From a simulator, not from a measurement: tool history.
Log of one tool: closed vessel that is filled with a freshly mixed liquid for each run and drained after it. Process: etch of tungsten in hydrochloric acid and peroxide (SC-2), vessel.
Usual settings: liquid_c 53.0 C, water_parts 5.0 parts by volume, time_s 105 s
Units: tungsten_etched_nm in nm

run	hour	liquid_c	water_parts	time_s	read-back film thickness of the tungsten reference wafer, read on the same gauge (nm)	tungsten_etched_nm
1	0.0	53.0	5.0	105	109.98	36.87
2	7.9	53.0	5.0	90	109.99	31.32
3	16.0	53.0	5.0	90	110.02	31.82
4	26.5	53.0	5.0	105	109.98	36.90
# hour 35.6: gauge calibrated
5	56.9	53.0	5.0	105	109.99	36.90
6	64.0	53.0	5.0	105	110.02	36.93
7	80.1	53.0	5.0	105	110.02	36.72
# hour 88.9: new drum of peroxide connected
8	92.0	53.0	5.0	105	110.05	36.75
9	99.6	53.0	5.0	105	110.01	36.40
10	107.5	46.0	5.5	140	110.02	28.40
11	145.5	44.0	5.0	105	110.00	20.09
12	156.3	53.0	5.0	105	110.02	36.62
13	163.9	56.5	5.0	105	110.01	45.55
14	176.4	53.0	6.5	160	110.01	45.17
15	193.2	49.5	4.0	135	109.95	43.08
# hour 210.4: chemicals flow meter replaced
16	210.9	53.0	5.0	105	110.04	40.73
17	223.7	50.0	4.5	40	109.99	13.70
18	233.9	53.0	7.5	55	109.97	15.48
19	244.8	53.0	4.0	105	110.04	47.53
20	261.1	53.0	6.5	155	109.99	49.06
21	275.9	63.0	4.0	105	109.98	89.05
# hour 280.6: thermometer replaced
22	293.5	57.5	5.0	45	109.98	23.31
23	302.5	59.5	5.0	105	109.98	61.76
24	318.6	53.0	5.0	155	110.03	59.50
25	348.8	53.0	5.0	60	110.00	22.85
26	358.7	53.0	5.0	150	110.03	57.32
27	368.1	53.0	4.5	75	109.99	30.99
28	379.0	53.0	5.0	90	110.03	34.70
29	397.0	55.5	4.0	105	109.97	55.06
30	420.6	53.0	5.0	105	109.99	40.00

4 ways to go on from here, each from the tool as it stands after run 30. What would each give?
A	421.3	53.0	5.0	105	?	?
B	421.3	53.0	7.0	160	?	?
C	421.3	43.5	5.0	55	?	?
D	421.3	53.0	5.0	70	?	?

run	read-back film thickness of the tungsten reference wafer, read on the same gauge (nm)	tungsten_etched_nm
A	109.98	40.01
B	109.98	47.33
C	109.98	11.05
D	109.98	26.67
Without the tool's hidden state the same runs would have given:
run	tungsten_etched_nm
A	40.96
B	48.54
C	11.31
D	27.30

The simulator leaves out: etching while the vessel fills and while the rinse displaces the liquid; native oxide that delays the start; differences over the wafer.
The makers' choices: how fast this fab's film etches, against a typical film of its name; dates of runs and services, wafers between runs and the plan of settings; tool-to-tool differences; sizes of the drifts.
